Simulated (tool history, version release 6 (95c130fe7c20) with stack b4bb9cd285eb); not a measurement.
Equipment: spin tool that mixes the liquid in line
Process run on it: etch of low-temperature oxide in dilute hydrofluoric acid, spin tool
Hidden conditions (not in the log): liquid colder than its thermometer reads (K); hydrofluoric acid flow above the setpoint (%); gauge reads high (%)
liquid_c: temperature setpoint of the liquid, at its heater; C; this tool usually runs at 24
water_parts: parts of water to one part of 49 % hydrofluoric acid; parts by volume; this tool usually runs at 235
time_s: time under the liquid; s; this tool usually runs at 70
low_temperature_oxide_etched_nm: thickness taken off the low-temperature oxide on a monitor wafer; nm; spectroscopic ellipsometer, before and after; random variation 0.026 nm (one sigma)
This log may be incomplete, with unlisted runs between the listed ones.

run	hour	liquid_c	water_parts	time_s	wafers since the last listed run	hours since the thermometer was replaced	hours since the hydrofluoric acid flow meter was replaced	hours since the gauge calibration	read-back film thickness of the low-temperature oxide reference wafer, read on the same gauge (nm)	low_temperature_oxide_etched_nm
1	0	24	235	70	0	506.3	874.1	2226.9	140	4.021
2	53	24	235	70	508	559.3	927.1	2279.9	140.046	3.983
3	93.9	24	235	70	392	600.2	968	2320.8	140.027	3.938
# hour 131.8: gauge calibrated
4	158.7	24	235	70	621	665	1032.8	26.9	140.034	3.975
5	221.6	24	235	70	603	727.9	1095.7	89.8	139.971	3.973
6	269.5	21.5	235	70	459	775.8	1143.6	137.7	139.97	3.608
7	309.5	21.5	235	70	383	815.8	1183.6	177.7	140.018	3.559
8	339.7	21.5	235	70	289	846	1213.8	207.9	139.981	3.552
9	404.4	24	235	85	620	910.7	1278.5	272.6	140.003	4.723
10	463.9	24	235	85	570	970.2	1338	332.1	139.986	4.786
11	521.4	24	235	85	551	1027.7	1395.5	389.6	140.008	4.661
# hour 551.6: thermometer replaced
12	559.2	21	165	60	353	7.6	1433.3	427.4	139.974	4.839
13	602	24	195	70	410	50.4	1476.1	470.2	139.992	5.175
14	645.6	24	235	70	418	94	1519.7	513.8	139.993	4.099
15	693	24	235	70	454	141.4	1567.1	561.2	140.017	4.087
16	760.7	22.5	235	70	649	209.1	1634.8	628.9	139.968	3.852
17	791.9	20.5	235	40	299	240.3	1666	660.1	140	2.023
18	855.6	28	330	105	611	304	1729.7	723.8	140.029	4.504
19	887.9	28.5	280	105	309	336.3	1762	756.1	140.01	5.665
20	940.1	27	300	70	500	388.5	1814.2	808.3	139.967	3.289
21	1041.7	27.5	275	50	974	490.1	1915.8	909.9	139.998	2.666
# hour 1097.1: hydrofluoric acid flow meter replaced
22	1106.4	24	235	70	611	554.8	9.3	974.6	140.037	3.995
23	1154.2	27.5	135	30	458	602.6	57.1	1022.4	139.983	3.728
24	1182	20.5	235	100	266	630.4	84.9	1050.2	140.004	4.936
25	1337.7	20.5	280	70	1493	786.1	240.6	1205.9	140.009	2.756
26	1402.7	21.5	160	85	623	851.1	305.6	1270.9	139.968	6.852
27	1436.9	26.5	280	40	328	885.3	339.8	1305.1	140.011	1.954
28	1488.2	22	290	95	492	936.6	391.1	1356.4	140.03	3.786
29	1551.4	21.5	335	35	606	999.8	454.3	1419.6	139.968	1.127
30	1589.8	21	315	55	368	1038.2	492.7	1458	140.034	1.876
31	1616.3	28	340	90	254	1064.7	519.2	1484.5	140.008	3.537
32	1666.3	27.5	295	50	479	1114.7	569.2	1534.5	139.969	2.353
# hour 1690: thermometer replaced
33	1695.3	24	235	70	268	5.3	598.2	1563.5	140.01	4.19

3 options for the next run, each taken on its own from the tool as it stands now. Forecast them:
A	1695.7	24	235	110	3	5.7	598.6	1563.9	?	?
B	1695.7	24	235	35	3	5.7	598.6	1563.9	?	?
C	1695.7	24	345	35	3	5.7	598.6	1563.9	?	?

run	read-back film thickness of the low-temperature oxide reference wafer, read on the same gauge (nm)	low_temperature_oxide_etched_nm
A	140.048	6.546
B	140.048	2.083
C	140.048	1.273
The same runs, with their run-to-run variation unchanged, on a tool lacking any hidden condition would have given:
run	low_temperature_oxide_etched_nm
A	6.557
B	2.086
C	1.276

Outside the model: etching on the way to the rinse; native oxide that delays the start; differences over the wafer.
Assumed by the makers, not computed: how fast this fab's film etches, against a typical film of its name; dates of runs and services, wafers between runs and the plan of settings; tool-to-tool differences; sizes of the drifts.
